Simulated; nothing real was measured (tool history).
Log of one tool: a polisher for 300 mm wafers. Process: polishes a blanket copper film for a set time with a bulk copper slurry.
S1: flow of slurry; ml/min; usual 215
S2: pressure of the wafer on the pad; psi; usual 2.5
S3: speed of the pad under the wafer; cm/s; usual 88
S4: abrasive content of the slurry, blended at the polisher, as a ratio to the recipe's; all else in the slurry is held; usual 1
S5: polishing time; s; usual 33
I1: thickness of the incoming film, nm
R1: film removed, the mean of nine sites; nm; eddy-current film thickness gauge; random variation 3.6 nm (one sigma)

Run 1, hour 0: usual settings; I1 2666.2. Result: R1 242.6 nm.
Run 2, hour 11.4: usual settings; I1 2661.3. Result: R1 233.3 nm.
Run 3, hour 20.3: usual settings; I1 2640.6. Result: R1 238.9 nm.
Run 4, hour 32.1: usual settings; I1 2716.5. Result: R1 229 nm.
At hour 41.9: worn pad replaced by a new one.
Run 5, hour 42.4: usual settings but S3 76 cm/s; I1 2656.5. Result: R1 200.1 nm.
Run 6, hour 77.3: usual settings but S3 76 cm/s; I1 2727.6. Result: R1 201.9 nm.
Run 7, hour 95.1: usual settings; I1 2704. Result: R1 236.4 nm.
Run 8, hour 110: usual settings; I1 2670.5. Result: R1 232.6 nm.
At hour 121.3: worn pad replaced by a new one.
Run 9, hour 126.2: usual settings; I1 2652.2. Result: R1 223.6 nm.
Run 10, hour 144.1: usual settings but S1 265 ml/min; I1 2658. Result: R1 237.4 nm.
Run 11, hour 159.7: usual settings but S1 265 ml/min; I1 2650.3. Result: R1 242.2 nm.
Run 12, hour 166.4: usual settings; I1 2727.3. Result: R1 229.4 nm.
Run 13, hour 175.5: usual settings; I1 2652.7. Result: R1 227.2 nm.
At hour 190.5: worn pad replaced by a new one.
Run 14, hour 193.3: usual settings; I1 2729.4. Result: R1 227.5 nm.
At hour 206.6: head pressure recalibrated.
Run 15, hour 207.1: usual settings but S3 98 cm/s, S5 28 s; I1 2669.7. Result: R1 213.1 nm.
Run 16, hour 213.6: usual settings but S1 290 ml/min, S4 0.75, S5 30 s; I1 2625.9. Result: R1 206.3 nm.
Run 17, hour 222.2: usual settings but S1 275 ml/min, S3 102 cm/s, S5 43 s; I1 2681.7. Result: R1 358.2 nm.
At hour 224.1: slurry nozzle cleaned.
Run 18, hour 235.8: usual settings but S4 1.15, S5 22 s; I1 2698.6. Result: R1 166.6 nm.
Run 19, hour 244: usual settings but S2 1.9 psi, S3 66 cm/s, S4 0.8; I1 2673. Result: R1 135.7 nm.
Run 20, hour 258.4: usual settings; I1 2665.4. Result: R1 241.4 nm.
At hour 263: worn pad replaced by a new one.
At hour 266.6: slurry blender recalibrated.
Run 21, hour 275.4: usual settings but S1 140 ml/min, S3 98 cm/s, S4 1.25; I1 2648.2. Result: R1 263 nm.
Run 22, hour 283.2: usual settings but S2 2.9 psi; I1 2700.4. Result: R1 284.7 nm.
Run 23, hour 302.2: usual settings but S3 70 cm/s, S5 37 s; I1 2631.4. Result: R1 215.9 nm.
Run 24, hour 313.7: usual settings but S1 250 ml/min, S2 3 psi, S4 0.7, S5 38 s; I1 2656.3. Result: R1 320.8 nm.
At hour 329.3: worn pad replaced by a new one.
Run 25, hour 329.8: usual settings but S1 170 ml/min, S2 3.2 psi, S3 74 cm/s, S5 28 s; I1 2656.3. Result: R1 212.8 nm.
Run 26, hour 339.3: usual settings; I1 2666.2. Result: R1 231.6 nm.
Run 27, hour 356: usual settings; I1 2705.6. Result: R1 239.4 nm.

Forecast each of these 3 alternatives for the next run:
Run A, hour 356.4: usual settings; I1 2718.2. Result: R1 ?.
Run B, hour 356.4: usual settings but S1 290 ml/min, S3 74 cm/s; I1 2718.2. Result: R1 ?.
Run C, hour 356.4: usual settings but S2 2.9 psi, S3 104 cm/s; I1 2718.2. Result: R1 ?.

run     R1
  A  235.1
  B    206
  C  322.3
Without the tool's hidden state the same runs would have given:
run     R1
  A  246.6
  B  213.8
  C  338.1

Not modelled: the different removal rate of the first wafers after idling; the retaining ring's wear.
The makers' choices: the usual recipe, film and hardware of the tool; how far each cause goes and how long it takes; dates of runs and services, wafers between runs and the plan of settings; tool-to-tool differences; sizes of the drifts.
